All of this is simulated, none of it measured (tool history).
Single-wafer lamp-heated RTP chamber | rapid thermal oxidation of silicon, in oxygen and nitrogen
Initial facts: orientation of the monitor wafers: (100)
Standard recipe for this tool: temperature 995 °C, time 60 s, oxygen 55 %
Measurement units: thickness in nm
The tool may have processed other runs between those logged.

run,hour,temperature,time,oxygen,wafers since the last listed run,wafers since the last pyrometer calibration,hours since the oxygen flow controller was replaced,hours since the gauge calibration,"read-back reference wafer on the same gauge, thickness",thickness
1,0,995,52,55,0,7118,2299.1,257,4.208,4.1
2,18,995,52,55,289,7407,2317.1,275,4.207,4.061
3,35.3,995,60,55,278,7686,2334.4,292.3,4.209,4.299
4,47,995,60,55,188,7874,2346.1,304,4.213,4.316
5,63.9,995,60,55,271,8146,2363,320.9,4.207,4.299
6,71.5,995,67,55,122,8268,2370.6,328.5,4.21,4.565
# hour 80.5: pyrometer window cleaned and pyrometer calibrated
7,84.3,995,67,55,77,60,2383.4,341.3,4.21,4.535
8,94.6,995,60,70,165,226,2393.7,351.6,4.211,4.68
9,112.6,995,60,70,289,515,2411.7,369.6,4.21,4.703
10,123.8,995,60,55,180,696,2422.9,380.8,4.208,4.298
11,134.4,995,60,55,170,866,2433.5,391.4,4.211,4.307
12,143.4,1015,60,46,144,1011,2442.5,400.4,4.208,4.702
13,155.1,1015,60,46,188,1199,2454.2,412.1,4.211,4.656
# hour 163.3: gauge calibrated
14,167.5,995,60,55,199,1399,2466.6,4.2,4.21,4.318
15,174.9,995,60,39,119,1518,2474,11.6,4.214,3.855
16,192.4,974,60,55,281,1799,2491.5,29.1,4.206,3.755
17,204.2,995,52,55,189,1989,2503.3,40.9,4.207,4.085
18,217.2,995,60,55,209,2198,2516.3,53.9,4.21,4.302
19,230.6,995,60,68,215,2414,2529.7,67.3,4.217,4.656
20,246.2,995,60,55,251,2665,2545.3,82.9,4.208,4.327
21,263.8,1019,60,55,283,2948,2562.9,100.5,4.206,5.102
# hour 278.8: oxygen flow controller replaced
22,279.3,995,51,55,120,3069,0.5,116,4.214,4.047
23,281.7,995,71,55,38,3108,2.9,118.4,4.205,4.636
24,317,1021,88,55,568,3676,38.2,153.7,4.204,6.137
25,328.8,1006,33,83,189,3866,50,165.5,4.209,4.18
26,335.6,1003,43,75,109,3975,56.8,172.3,4.204,4.4
27,350.4,1019,60,55,238,4213,71.6,187.1,4.207,5.108
28,367.7,980,60,55,278,4492,88.9,204.4,4.207,3.889
29,379.7,995,40,64,193,4685,100.9,216.4,4.209,3.823
30,392.6,1015,60,46,207,4892,113.8,229.3,4.21,4.68
31,401.6,1025,34,77,144,5037,122.8,238.3,4.207,4.724
32,411.5,995,60,55,159,5196,132.7,248.2,4.216,4.323
33,423.2,995,70,73,188,5385,144.4,259.9,4.207,5.091
34,438.9,1007,44,40,252,5637,160.1,275.6,4.21,3.728
35,446.7,982,50,84,125,5763,167.9,283.4,4.214,4.212
36,455.8,995,60,79,146,5909,177,292.5,4.209,4.885
37,463,995,77,55,115,6025,184.2,299.7,4.212,4.784
38,477.4,1006,78,55,231,6257,198.6,314.1,4.209,5.243

4 options for the next run, each taken on its own from the tool as it stands now. Forecast them:
A,477.8,984,60,55,6,6263,199,314.5,?,?
B,477.8,995,60,77,6,6263,199,314.5,?,?
C,477.8,983,60,39,6,6263,199,314.5,?,?
D,477.8,1015,88,55,6,6263,199,314.5,?,?

run,"read-back reference wafer on the same gauge, thickness",thickness
A,4.21,4
B,4.21,4.831
C,4.21,3.578
D,4.21,5.872
Take away the tool's hidden state, keep each run's random variation, and the runs would have read:
run,thickness
A,4
B,4.831
C,3.578
D,5.872

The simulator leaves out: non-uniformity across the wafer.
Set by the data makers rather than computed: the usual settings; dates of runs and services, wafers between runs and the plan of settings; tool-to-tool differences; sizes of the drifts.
